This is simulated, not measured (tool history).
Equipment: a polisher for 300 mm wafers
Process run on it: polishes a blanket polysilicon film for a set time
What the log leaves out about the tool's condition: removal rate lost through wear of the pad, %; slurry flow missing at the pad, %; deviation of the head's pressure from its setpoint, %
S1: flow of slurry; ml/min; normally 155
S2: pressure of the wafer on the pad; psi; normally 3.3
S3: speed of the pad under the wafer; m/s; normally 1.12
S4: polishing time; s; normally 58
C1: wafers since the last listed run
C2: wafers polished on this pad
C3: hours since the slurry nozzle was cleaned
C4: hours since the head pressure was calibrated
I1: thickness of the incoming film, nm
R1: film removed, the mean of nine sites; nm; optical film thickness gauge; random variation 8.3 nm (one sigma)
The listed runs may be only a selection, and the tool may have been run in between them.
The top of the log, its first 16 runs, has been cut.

{"run": 17, "day": 16.817, "S1": 155, "S2": 3.3, "S3": 1.12, "S4": 58, "C1": 170, "C2": 1078, "C3": 487.9, "C4": 1152.8, "I1": 2345.1, "R1": 594.3}
{"day": 17.125, "done": "worn pad replaced by a new one"}
{"run": 18, "day": 17.971, "S1": 155, "S2": 2.3, "S3": 1.12, "S4": 58, "C1": 200, "C2": 171, "C3": 515.6, "C4": 1180.5, "I1": 2320.8, "R1": 435.2}
{"day": 18.95, "done": "head pressure recalibrated"}
{"run": 19, "day": 19.267, "S1": 135, "S2": 2.6, "S3": 1.12, "S4": 45, "C1": 246, "C2": 418, "C3": 546.7, "C4": 7.6, "I1": 2332.8, "R1": 349.9}
{"run": 20, "day": 20.171, "S1": 155, "S2": 3.3, "S3": 1.12, "S4": 58, "C1": 183, "C2": 602, "C3": 568.4, "C4": 29.3, "I1": 2375.5, "R1": 614.9}
{"run": 21, "day": 20.912, "S1": 130, "S2": 3.3, "S3": 1.4, "S4": 58, "C1": 150, "C2": 753, "C3": 586.2, "C4": 47.1, "I1": 2324.9, "R1": 689.8}
{"run": 22, "day": 22.204, "S1": 155, "S2": 3.3, "S3": 1.12, "S4": 66, "C1": 262, "C2": 1016, "C3": 617.2, "C4": 78.1, "I1": 2353.0, "R1": 675.4}
{"run": 23, "day": 23.029, "S1": 100, "S2": 4.3, "S3": 1.12, "S4": 58, "C1": 167, "C2": 1183, "C3": 637.0, "C4": 97.9, "I1": 2337.0, "R1": 631.1}
{"day": 23.929, "done": "worn pad replaced by a new one"}
{"run": 24, "day": 24.512, "S1": 125, "S2": 3.3, "S3": 1.12, "S4": 51, "C1": 267, "C2": 119, "C3": 672.6, "C4": 133.5, "I1": 2340.0, "R1": 474.4}
{"day": 25.375, "done": "slurry nozzle cleaned"}
{"run": 25, "day": 25.788, "S1": 155, "S2": 3.3, "S3": 1.12, "S4": 76, "C1": 250, "C2": 369, "C3": 9.9, "C4": 164.1, "I1": 2317.6, "R1": 869.7}
{"run": 26, "day": 26.604, "S1": 175, "S2": 3.9, "S3": 1.12, "S4": 53, "C1": 166, "C2": 536, "C3": 29.5, "C4": 183.7, "I1": 2327.5, "R1": 724.1}
{"run": 27, "day": 27.788, "S1": 110, "S2": 4.4, "S3": 1.12, "S4": 58, "C1": 240, "C2": 776, "C3": 57.9, "C4": 212.1, "I1": 2347.6, "R1": 799.0}
{"run": 28, "day": 28.521, "S1": 155, "S2": 3.3, "S3": 1.12, "S4": 70, "C1": 149, "C2": 925, "C3": 75.5, "C4": 229.7, "I1": 2349.7, "R1": 762.9}
{"run": 29, "day": 29.604, "S1": 125, "S2": 3.7, "S3": 0.94, "S4": 71, "C1": 220, "C2": 1146, "C3": 101.5, "C4": 255.7, "I1": 2297.0, "R1": 700.9}
{"day": 30.133, "done": "worn pad replaced by a new one"}
{"run": 30, "day": 30.979, "S1": 120, "S2": 4.0, "S3": 1.12, "S4": 58, "C1": 245, "C2": 172, "C3": 134.5, "C4": 288.7, "I1": 2295.3, "R1": 754.6}
{"run": 31, "day": 31.8, "S1": 155, "S2": 2.3, "S3": 1.12, "S4": 58, "C1": 166, "C2": 339, "C3": 154.2, "C4": 308.4, "I1": 2313.4, "R1": 466.4}

What if the next run were any one of these 5? Each begins from the tool's condition after run 31:
{"run": "A", "day": 31.817, "S1": 155, "S2": 3.3, "S3": 1.12, "S4": 58, "C1": 3, "C2": 342, "C3": 154.6, "C4": 308.8, "I1": 2316.8, "R1": "?"}
{"run": "B", "day": 31.817, "S1": 200, "S2": 2.9, "S3": 1.12, "S4": 58, "C1": 3, "C2": 342, "C3": 154.6, "C4": 308.8, "I1": 2316.8, "R1": "?"}
{"run": "C", "day": 31.817, "S1": 190, "S2": 3.3, "S3": 0.92, "S4": 41, "C1": 3, "C2": 342, "C3": 154.6, "C4": 308.8, "I1": 2316.8, "R1": "?"}
{"run": "D", "day": 31.817, "S1": 115, "S2": 4.4, "S3": 0.92, "S4": 65, "C1": 3, "C2": 342, "C3": 154.6, "C4": 308.8, "I1": 2316.8, "R1": "?"}
{"run": "E", "day": 31.817, "S1": 155, "S2": 3.3, "S3": 1.42, "S4": 58, "C1": 3, "C2": 342, "C3": 154.6, "C4": 308.8, "I1": 2316.8, "R1": "?"}

run=A R1=663.6
run=B R1=608.3
run=C R1=398.9
run=D R1=761.4
run=E R1=841.4
The same runs, with their run-to-run variation unchanged, on a tool lacking any hidden condition would have given:
run=A R1=670.3
run=B R1=613.6
run=C R1=402.5
run=D R1=770.7
run=E R1=849.9
